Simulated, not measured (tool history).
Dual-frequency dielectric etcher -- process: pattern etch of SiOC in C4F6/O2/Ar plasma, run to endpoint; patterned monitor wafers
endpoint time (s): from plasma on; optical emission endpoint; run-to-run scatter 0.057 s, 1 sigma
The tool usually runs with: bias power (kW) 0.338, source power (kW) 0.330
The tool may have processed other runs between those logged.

run	hour	bias power (kW)	source power (kW)	wafers since the last listed run	hours since the last wet clean	hours since the last bias power generator calibration	hours since the last source power generator calibration	hours since the last upper electrode change	incoming incoming film thickness, nm	endpoint time (s)
1	0.0	0.385	0.330	0	323.3	2348.5	1971.0	2793.6	45.83	17.4
2	7.8	0.385	0.330	168	331.1	2356.3	1978.8	2801.4	46.11	17.5
3	16.4	0.385	0.330	185	339.7	2364.9	1987.4	2810.0	46.74	17.7
4	61.3	0.338	0.330	967	384.6	2409.8	2032.3	2854.9	45.46	18.0
5	77.7	0.338	0.330	353	401.0	2426.2	2048.7	2871.3	46.38	18.4
6	89.2	0.338	0.330	247	412.5	2437.7	2060.2	2882.8	45.96	18.1
7	103.2	0.338	0.330	301	426.5	2451.7	2074.2	2896.8	46.03	18.2
# hour 115.1: source power generator calibrated
8	115.6	0.271	0.330	180	438.9	2464.1	0.5	2909.2	46.10	19.9
# hour 121.3: bias power generator calibrated
9	121.8	0.278	0.350	47	445.1	0.5	6.7	2915.4	45.65	19.2
10	130.4	0.278	0.350	185	453.7	9.1	15.3	2924.0	46.18	19.3
11	143.6	0.338	0.380	284	466.9	22.3	28.5	2937.2	46.44	17.5
# hour 178.9: upper electrode replaced
# hour 199.0: wet clean of the chamber
12	199.5	0.338	0.330	253	0.5	78.2	84.4	20.6	45.82	18.8
13	199.8	0.338	0.330	6	0.8	78.5	84.7	20.9	46.18	18.9
14	200.1	0.367	0.390	6	1.1	78.8	85.0	21.2	46.02	17.1
15	200.4	0.299	0.330	6	1.4	79.1	85.3	21.5	46.28	19.8
16	201.7	0.338	0.330	28	2.7	80.4	86.6	22.8	46.31	19.0
17	215.1	0.338	0.390	288	16.1	93.8	100.0	36.2	46.02	17.8
18	224.0	0.369	0.360	191	25.0	102.7	108.9	45.1	45.95	17.6
19	234.4	0.259	0.270	224	35.4	113.1	119.3	55.5	46.07	22.2
20	249.9	0.292	0.400	333	50.9	128.6	134.8	71.0	46.32	18.7
21	262.9	0.368	0.370	280	63.9	141.6	147.8	84.0	46.48	17.5
22	279.9	0.418	0.300	366	80.9	158.6	164.8	101.0	46.13	17.8
23	290.5	0.396	0.330	228	91.5	169.2	175.4	111.6	46.19	17.6
24	307.7	0.385	0.330	370	108.7	186.4	192.6	128.8	45.70	17.5
25	315.8	0.292	0.370	174	116.8	194.5	200.7	136.9	46.16	19.0
26	325.1	0.381	0.280	200	126.1	203.8	210.0	146.2	45.88	18.8

What differs in the tool's unlogged condition from the final listed run ahead of each entry between runs to the first listed run following it?
Runs 7 to 8: source power generator calibrated (hour 115.1)
  etch rate over this chamber's usual, %: 3.29 -> 3.4
  what was measured, less what the result would be without the hidden state, endpoint time (s): -0.6 -> -0.7
Runs 8 to 9: bias power generator calibrated (hour 121.3)
  etch rate over this chamber's usual, %: 3.4 -> 3.45
  what was measured, less what the result would be without the hidden state, endpoint time (s): -0.7 -> -0.6
Runs 11 to 12: upper electrode replaced (hour 178.9); wet clean of the chamber (hour 199.0)
  etch rate over this chamber's usual, %: 3.64 -> 0.201
  what was measured, less what the result would be without the hidden state, endpoint time (s): -0.7 -> +0.0
